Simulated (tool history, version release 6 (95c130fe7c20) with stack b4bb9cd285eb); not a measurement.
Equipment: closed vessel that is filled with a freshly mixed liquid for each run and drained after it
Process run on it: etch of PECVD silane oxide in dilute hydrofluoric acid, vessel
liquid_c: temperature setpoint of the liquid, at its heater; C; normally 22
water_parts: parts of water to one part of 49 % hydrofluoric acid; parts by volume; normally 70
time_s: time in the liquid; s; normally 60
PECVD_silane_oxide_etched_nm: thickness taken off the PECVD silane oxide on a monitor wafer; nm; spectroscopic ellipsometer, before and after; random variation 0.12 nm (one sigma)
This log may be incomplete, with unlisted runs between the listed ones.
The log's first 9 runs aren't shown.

| run | hour | liquid_c | water_parts | time_s | wafers since the last listed run | hours since the thermometer was replaced | hours since the hydrofluoric acid flow meter was replaced | hours since the gauge calibration | read-back film thickness of the PECVD silane oxide reference wafer, read on the same gauge (nm) | PECVD_silane_oxide_etched_nm |
|---|---|---|---|---|---|---|---|---|---|---|
| 10 | 607.3 | 24.5 | 70 | 60 | 4691 | 2348.6 | 1276.6 | 1042.9 | 109.98 | 25.56 |
| 11 | 674.5 | 24.5 | 70 | 60 | 7596 | 2415.8 | 1343.8 | 1110.1 | 109.99 | 25.37 |
| 12 | 733.5 | 24.5 | 70 | 60 | 6669 | 2474.8 | 1402.8 | 1169.1 | 110.01 | 25.29 |
| 13 | 771.5 | 25.5 | 70 | 60 | 4295 | 2512.8 | 1440.8 | 1207.1 | 110.04 | 26.44 |
| 14 | 824.3 | 25.5 | 70 | 60 | 5968 | 2565.6 | 1493.6 | 1259.9 | 110.02 | 26.36 |
| 15 | 888.2 | 25.5 | 70 | 60 | 7223 | 2629.5 | 1557.5 | 1323.8 | 109.96 | 25.98 |
|  | 903.4 | hydrofluoric acid flow meter replaced |
| 16 | 1042.9 | 25.5 | 70 | 60 | 17374 | 2784.2 | 139.5 | 1478.5 | 110.01 | 28.11 |
| 17 | 1148.4 | 22 | 70 | 60 | 11925 | 2889.7 | 245 | 1584 | 110.06 | 24.36 |
| 18 | 1223.8 | 22 | 85 | 35 | 8523 | 2965.1 | 320.4 | 1659.4 | 110.02 | 11.36 |

The next listed run, before its measurement:
|  | 1274 | gauge calibrated |
| 19 | 1315.3 | 25.5 | 70 | 60 | 10343 | 3056.6 | 411.9 | 41.3 | ? | ? |

{"run 19": {"read-back film thickness of the PECVD silane oxide reference wafer, read on the same gauge (nm)": 109.99, "PECVD_silane_oxide_etched_nm": 27.94}}
With no hidden state in the tool, this same run would have given PECVD_silane_oxide_etched_nm 28.68 nm.

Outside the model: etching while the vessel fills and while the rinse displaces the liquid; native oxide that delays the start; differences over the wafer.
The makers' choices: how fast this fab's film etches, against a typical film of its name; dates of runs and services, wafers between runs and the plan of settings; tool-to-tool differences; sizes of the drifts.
